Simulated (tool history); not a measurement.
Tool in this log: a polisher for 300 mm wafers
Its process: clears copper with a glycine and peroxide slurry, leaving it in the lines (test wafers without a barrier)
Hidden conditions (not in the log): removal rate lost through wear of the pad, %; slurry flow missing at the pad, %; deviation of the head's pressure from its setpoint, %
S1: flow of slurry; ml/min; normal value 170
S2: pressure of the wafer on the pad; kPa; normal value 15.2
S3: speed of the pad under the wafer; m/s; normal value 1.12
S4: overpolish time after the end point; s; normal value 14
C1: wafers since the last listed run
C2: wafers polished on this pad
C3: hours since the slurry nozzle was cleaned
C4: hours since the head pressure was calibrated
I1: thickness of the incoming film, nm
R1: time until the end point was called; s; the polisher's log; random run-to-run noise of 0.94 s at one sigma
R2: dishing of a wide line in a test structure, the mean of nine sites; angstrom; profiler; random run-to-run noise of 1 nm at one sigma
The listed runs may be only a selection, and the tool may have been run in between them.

| run | hour | S1 | S2 | S3 | S4 | C1 | C2 | C3 | C4 | I1 | R1 | R2 |
|---|---|---|---|---|---|---|---|---|---|---|---|---|
| 1 | 0 | 170 | 13.8 | 1.12 | 14 | 0 | 507 | 207.5 | 484.2 | 519.2 | 102.8 | 479 |
| 2 | 6.4 | 170 | 15.2 | 1.12 | 14 | 76 | 584 | 213.9 | 490.6 | 520.4 | 95.5 | 524 |
| 3 | 13.4 | 170 | 15.2 | 1.12 | 14 | 83 | 667 | 220.9 | 497.6 | 526.8 | 99 | 513 |
|  | 23.5 | worn pad replaced by a new one |
| 4 | 24 | 170 | 15.2 | 1.12 | 14 | 78 | 5 | 231.5 | 508.2 | 514.6 | 95.4 | 523 |
| 5 | 66.9 | 170 | 15.2 | 1.12 | 14 | 513 | 519 | 274.4 | 551.1 | 525.6 | 99.2 | 501 |
| 6 | 80.5 | 170 | 15.2 | 1.12 | 14 | 162 | 681 | 288 | 564.7 | 515.7 | 97 | 503 |
| 7 | 89.3 | 170 | 15.2 | 1.12 | 14 | 105 | 787 | 296.8 | 573.5 | 509.3 | 95.4 | 508 |
|  | 92.5 | head pressure recalibrated |
|  | 94.9 | worn pad replaced by a new one |
| 8 | 102.1 | 170 | 15.2 | 1.12 | 14 | 100 | 85 | 309.6 | 9.6 | 529 | 100.9 | 507 |
| 9 | 112.4 | 125 | 19.3 | 0.86 | 14 | 123 | 208 | 319.9 | 19.9 | 520.3 | 107.1 | 463 |
| 10 | 125.9 | 170 | 15.2 | 1.12 | 14 | 161 | 370 | 333.4 | 33.4 | 525.2 | 101.5 | 509 |
| 11 | 139.3 | 170 | 17.2 | 1.5 | 6 | 160 | 530 | 346.8 | 46.8 | 520.1 | 68.6 | 324 |
| 12 | 150.3 | 170 | 15.2 | 0.96 | 14 | 131 | 662 | 357.8 | 57.8 | 519 | 109.1 | 461 |
|  | 155.1 | slurry nozzle cleaned |
|  | 165.7 | worn pad replaced by a new one |
| 13 | 167.5 | 170 | 15.2 | 1.12 | 14 | 145 | 20 | 12.4 | 75 | 521.9 | 90.6 | 551 |
| 14 | 174.9 | 170 | 15.2 | 1.12 | 14 | 88 | 109 | 19.8 | 82.4 | 525.1 | 90.8 | 539 |
| 15 | 186.3 | 170 | 11.7 | 0.9 | 18 | 136 | 245 | 31.2 | 93.8 | 517.8 | 129.1 | 504 |
| 16 | 203.1 | 170 | 15.2 | 1.12 | 10 | 200 | 446 | 48 | 110.6 | 513.4 | 90.3 | 404 |
| 17 | 214.2 | 170 | 15.2 | 1.48 | 9 | 132 | 579 | 59.1 | 121.7 | 530.7 | 75 | 447 |

5 options for the next run, each taken on its own from the tool as it stands now. Forecast them:
| A | 214.7 | 170 | 15.2 | 1.12 | 14 | 5 | 585 | 59.6 | 122.2 | 522.4 | ? | ? |
| B | 214.7 | 120 | 15.2 | 1.4 | 14 | 5 | 585 | 59.6 | 122.2 | 522.4 | ? | ? |
| C | 214.7 | 200 | 17.2 | 1.12 | 14 | 5 | 585 | 59.6 | 122.2 | 522.4 | ? | ? |
| D | 214.7 | 210 | 10.3 | 0.98 | 19 | 5 | 585 | 59.6 | 122.2 | 522.4 | ? | ? |
| E | 214.7 | 170 | 17.9 | 1.12 | 11 | 5 | 585 | 59.6 | 122.2 | 522.4 | ? | ? |

| run | R1 | R2 |
|---|---|---|
| A | 92.6 | 535 |
| B | 82.3 | 587 |
| C | 81.4 | 601 |
| D | 132.9 | 504 |
| E | 80.8 | 493 |
Stripped of hidden state, with their random variation kept, the same runs would have yielded:
| run | R1 | R2 |
|---|---|---|
| A | 90 | 548 |
| B | 79.2 | 606 |
| C | 79.4 | 613 |
| D | 129.8 | 514 |
| E | 78.5 | 506 |

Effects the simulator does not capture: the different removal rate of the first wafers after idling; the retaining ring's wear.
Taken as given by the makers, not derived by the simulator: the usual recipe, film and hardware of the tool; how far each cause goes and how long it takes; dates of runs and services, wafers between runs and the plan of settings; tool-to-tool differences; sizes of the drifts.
